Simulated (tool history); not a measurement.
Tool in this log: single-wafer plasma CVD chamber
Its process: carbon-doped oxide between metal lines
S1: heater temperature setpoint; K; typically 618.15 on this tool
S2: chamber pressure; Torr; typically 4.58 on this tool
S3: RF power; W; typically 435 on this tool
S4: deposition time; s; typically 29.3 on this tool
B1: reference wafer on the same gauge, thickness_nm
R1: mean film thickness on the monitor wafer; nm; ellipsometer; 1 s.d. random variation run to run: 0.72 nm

run 1 day=0.000 | S1=609.15 S2=4.58 S3=435 S4=29.3 | B1=141.981 | R1=151.162
run 2 day=0.579 | S1=609.15 S2=4.58 S3=435 S4=29.3 | B1=142.215 | R1=151.034
run 3 day=1.588 | S1=618.15 S2=4.58 S3=435 S4=29.3 | B1=141.652 | R1=147.162
run 4 day=2.238 | S1=618.15 S2=4.58 S3=435 S4=29.3 | B1=142.097 | R1=147.629
run 5 day=3.354 | S1=618.15 S2=4.86 S3=435 S4=29.3 | B1=142.090 | R1=150.457
run 6 day=4.412 | S1=618.15 S2=4.86 S3=435 S4=29.3 | B1=142.595 | R1=148.659
run 7 day=4.996 | S1=618.15 S2=4.86 S3=435 S4=29.3 | B1=142.672 | R1=147.718
-- day=5.783 thermocouple changed; heater temperature recalibrated
run 8 day=5.846 | S1=611.15 S2=4.58 S3=470 S4=29.3 | B1=142.771 | R1=159.552
-- day=6.450 capacitance manometer re-zeroed and calibrated
run 9 day=7.012 | S1=611.15 S2=4.58 S3=470 S4=29.3 | B1=142.944 | R1=158.128
run 10 day=8.112 | S1=618.15 S2=4.58 S3=435 S4=29.3 | B1=143.042 | R1=146.959
run 11 day=9.467 | S1=618.15 S2=5.44 S3=435 S4=34.9 | B1=142.995 | R1=180.610
run 12 day=10.808 | S1=628.15 S2=4.58 S3=460 S4=34.5 | B1=142.880 | R1=175.943
-- day=11.633 showerhead replaced
run 13 day=11.654 | S1=618.15 S2=4.58 S3=435 S4=29.3 | B1=143.293 | R1=148.738
run 14 day=12.383 | S1=618.15 S2=4.58 S3=465 S4=23.8 | B1=143.309 | R1=125.662
-- day=12.846 gauge calibrated
run 15 day=13.067 | S1=618.15 S2=4.58 S3=435 S4=29.3 | B1=139.563 | R1=145.042
run 16 day=13.817 | S1=618.15 S2=4.58 S3=435 S4=29.3 | B1=139.508 | R1=144.493
run 17 day=14.608 | S1=618.15 S2=4.58 S3=465 S4=29.3 | B1=139.703 | R1=151.236
run 18 day=15.167 | S1=618.15 S2=5.19 S3=435 S4=26.8 | B1=139.551 | R1=136.325
-- day=15.862 RF generator calibrated
run 19 day=15.954 | S1=618.15 S2=4.58 S3=435 S4=29.3 | B1=139.568 | R1=144.544
run 20 day=17.258 | S1=612.15 S2=4.58 S3=435 S4=34.5 | B1=140.009 | R1=172.928
run 21 day=18.083 | S1=618.15 S2=5.56 S3=490 S4=29.3 | B1=139.828 | R1=159.395
run 22 day=18.846 | S1=618.15 S2=5.48 S3=435 S4=29.3 | B1=139.918 | R1=148.461
run 23 day=19.967 | S1=606.15 S2=4.58 S3=400 S4=29.3 | B1=140.431 | R1=144.230
run 24 day=20.767 | S1=618.15 S2=4.58 S3=400 S4=29.3 | B1=140.561 | R1=137.759
run 25 day=21.858 | S1=614.15 S2=5.09 S3=485 S4=27.5 | B1=140.466 | R1=150.578
run 26 day=22.900 | S1=618.15 S2=5.11 S3=435 S4=29.3 | B1=140.663 | R1=148.166
run 27 day=24.179 | S1=604.15 S2=4.58 S3=435 S4=29.3 | B1=140.808 | R1=152.946

Each row is a separate what-if for the run after 27, all from the same tool condition, not one after another. Results?
run A day=24.196 | S1=618.15 S2=3.72 S3=435 S4=29.3 | B1=? | R1=?
run B day=24.196 | S1=618.15 S2=4.58 S3=505 S4=31.1 | B1=? | R1=?
run C day=24.196 | S1=618.15 S2=3.67 S3=505 S4=29.3 | B1=? | R1=?
run D day=24.196 | S1=624.15 S2=4.58 S3=380 S4=34.5 | B1=? | R1=?
run E day=24.196 | S1=618.15 S2=3.77 S3=435 S4=24.3 | B1=? | R1=?

run=A B1=141.008 R1=142.368
run=B B1=141.008 R1=167.925
run=C B1=141.008 R1=154.012
run=D B1=141.008 R1=156.320
run=E B1=141.008 R1=118.583
With the hidden condition removed and each run's random variation left untouched, the same runs would have given:
run=A R1=140.572
run=B R1=165.807
run=C R1=152.070
run=D R1=154.348
run=E R1=117.088
